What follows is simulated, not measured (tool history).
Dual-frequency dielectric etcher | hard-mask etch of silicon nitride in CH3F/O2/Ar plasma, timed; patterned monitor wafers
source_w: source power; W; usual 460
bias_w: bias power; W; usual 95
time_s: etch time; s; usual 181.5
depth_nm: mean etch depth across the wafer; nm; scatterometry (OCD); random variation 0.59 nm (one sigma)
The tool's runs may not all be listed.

| run | hour | source_w | bias_w | time_s | read-back reference wafer on the same gauge, depth_nm | depth_nm |
|---|---|---|---|---|---|---|
| 1 | 0.0 | 460 | 95 | 181.5 | 150.9 | 143.9 |
| 2 | 98.6 | 400 | 95 | 181.5 | 151.0 | 138.9 |
|  | 358.3 | source power generator calibrated |
| 3 | 371.4 | 400 | 95 | 181.5 | 151.0 | 141.2 |
| 4 | 434.8 | 460 | 95 | 181.5 | 151.0 | 150.0 |
|  | 449.4 | bias power generator calibrated |
| 5 | 485.8 | 460 | 95 | 181.5 | 150.8 | 148.0 |
|  | 575.9 | wet clean of the chamber |
| 6 | 676.2 | 460 | 95 | 181.5 | 151.0 | 141.7 |
| 7 | 742.4 | 460 | 95 | 181.5 | 150.9 | 142.0 |
| 8 | 793.1 | 460 | 95 | 181.5 | 151.1 | 142.8 |
| 9 | 869.8 | 460 | 95 | 181.5 | 150.9 | 144.1 |
| 10 | 908.6 | 460 | 95 | 181.5 | 151.0 | 144.8 |
| 11 | 981.8 | 460 | 95 | 181.5 | 150.9 | 144.5 |
| 12 | 1085.3 | 460 | 95 | 181.5 | 151.0 | 145.5 |
|  | 1122.9 | gauge calibrated |
| 13 | 1157.2 | 420 | 81 | 181.5 | 151.0 | 132.6 |
| 14 | 1226.4 | 390 | 78 | 199.0 | 150.9 | 139.7 |
|  | 1267.4 | wet clean of the chamber |
| 15 | 1286.1 | 460 | 86 | 181.5 | 150.9 | 134.8 |
| 16 | 1367.7 | 360 | 119 | 200.5 | 150.9 | 157.1 |
| 17 | 1457.5 | 410 | 83 | 159.0 | 151.2 | 112.6 |
|  | 1571.6 | upper electrode replaced |
| 18 | 1768.5 | 460 | 86 | 158.5 | 151.2 | 123.4 |
| 19 | 1815.1 | 370 | 95 | 152.5 | 150.9 | 113.5 |
|  | 1890.5 | wet clean of the chamber |
| 20 | 1891.0 | 460 | 95 | 181.5 | 151.1 | 144.1 |
| 21 | 1971.0 | 360 | 85 | 221.0 | 151.0 | 153.0 |
| 22 | 2075.1 | 550 | 95 | 181.5 | 151.1 | 156.8 |
| 23 | 2146.2 | 460 | 110 | 207.5 | 150.9 | 178.2 |
| 24 | 2194.2 | 430 | 104 | 146.5 | 151.0 | 121.0 |
| 25 | 2295.0 | 460 | 95 | 181.5 | 151.1 | 148.7 |
| 26 | 2341.5 | 460 | 110 | 207.5 | 151.0 | 180.5 |
| 27 | 2444.4 | 460 | 95 | 181.5 | 151.1 | 149.8 |
| 28 | 2535.5 | 460 | 95 | 153.0 | 150.9 | 128.0 |

5 ways to go on from here, each from the tool as it stands after run 28. What would each give?
| A | 2536.0 | 460 | 95 | 181.5 | ? | ? |
| B | 2536.0 | 380 | 95 | 162.0 | ? | ? |
| C | 2536.0 | 540 | 95 | 181.5 | ? | ? |
| D | 2536.0 | 500 | 104 | 226.0 | ? | ? |
| E | 2536.0 | 460 | 95 | 206.0 | ? | ? |

| run | read-back reference wafer on the same gauge, depth_nm | depth_nm |
|---|---|---|
| A | 151.0 | 151.6 |
| B | 151.0 | 125.8 |
| C | 151.0 | 161.1 |
| D | 151.0 | 202.7 |
| E | 151.0 | 172.0 |
Without the tool's hidden state the same runs would have given:
| run | depth_nm |
|---|---|
| A | 140.3 |
| B | 116.5 |
| C | 149.2 |
| D | 187.6 |
| E | 159.3 |

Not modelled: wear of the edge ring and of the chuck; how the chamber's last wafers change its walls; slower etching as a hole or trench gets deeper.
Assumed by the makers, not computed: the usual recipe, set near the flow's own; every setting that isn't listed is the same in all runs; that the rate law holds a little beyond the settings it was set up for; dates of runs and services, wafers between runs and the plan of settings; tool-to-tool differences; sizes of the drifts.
